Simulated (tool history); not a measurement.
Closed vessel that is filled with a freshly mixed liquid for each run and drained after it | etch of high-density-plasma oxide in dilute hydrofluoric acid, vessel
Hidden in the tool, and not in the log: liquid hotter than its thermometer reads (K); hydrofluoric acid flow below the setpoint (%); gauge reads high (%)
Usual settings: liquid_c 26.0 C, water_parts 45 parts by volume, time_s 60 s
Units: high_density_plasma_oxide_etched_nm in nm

run,hour,liquid_c,water_parts,time_s,wafers since the last listed run,hours since the thermometer was replaced,hours since the hydrofluoric acid flow meter was replaced,hours since the gauge calibration,"read-back film thickness of the high-density-plasma oxide reference wafer, read on the same gauge (nm)",high_density_plasma_oxide_etched_nm
1,0.0,26.0,45,60,0,2153.4,1542.5,194.0,129.45,8.56
2,27.5,26.0,45,75,2594,2180.9,1570.0,221.5,129.35,10.73
3,72.3,26.0,45,60,4226,2225.7,1614.8,266.3,129.15,8.54
4,129.3,26.0,45,60,5377,2282.7,1671.8,323.3,128.83,8.52
5,177.9,26.0,45,60,4584,2331.3,1720.4,371.9,128.52,8.45
6,215.1,26.0,35,60,3509,2368.5,1757.6,409.1,128.24,11.15
# hour 247.7: thermometer replaced
7,256.7,26.0,35,60,3830,9.0,1799.2,450.7,127.93,11.02
# hour 258.1: hydrofluoric acid flow meter replaced
8,287.7,26.0,35,60,2830,40.0,29.6,481.7,127.65,11.02
9,334.3,22.0,45,60,4396,86.6,76.2,528.3,127.21,7.07
10,400.6,28.5,45,70,6254,152.9,142.5,594.6,126.54,10.80
11,428.1,26.0,35,40,2594,180.4,170.0,622.1,126.24,7.14
# hour 454.2: gauge calibrated
12,463.9,26.0,45,60,3377,216.2,205.8,9.7,129.80,8.68
13,522.8,27.5,65,50,5556,275.1,264.7,68.6,129.77,5.12
14,552.5,26.0,45,30,2801,304.8,294.4,98.3,129.74,4.29
15,613.3,22.5,40,95,5735,365.6,355.2,159.1,129.58,13.40
16,641.9,26.0,55,60,2698,394.2,383.8,187.7,129.48,6.93

5 ways to go on from here, each from the tool as it stands after run 16. What would each give?
A,642.6,27.5,45,60,66,394.9,384.5,188.4,?,?
B,642.6,21.5,45,70,66,394.9,384.5,188.4,?,?
C,642.6,30.0,55,45,66,394.9,384.5,188.4,?,?
D,642.6,22.5,35,75,66,394.9,384.5,188.4,?,?
E,642.6,30.0,30,35,66,394.9,384.5,188.4,?,?

run,"read-back film thickness of the high-density-plasma oxide reference wafer, read on the same gauge (nm)",high_density_plasma_oxide_etched_nm
A,129.49,9.04
B,129.49,8.24
C,129.49,6.03
D,129.49,11.99
E,129.49,8.94
Without the tool's hidden state the same runs would have given:
run,high_density_plasma_oxide_etched_nm
A,9.07
B,8.27
C,6.06
D,12.03
E,8.98
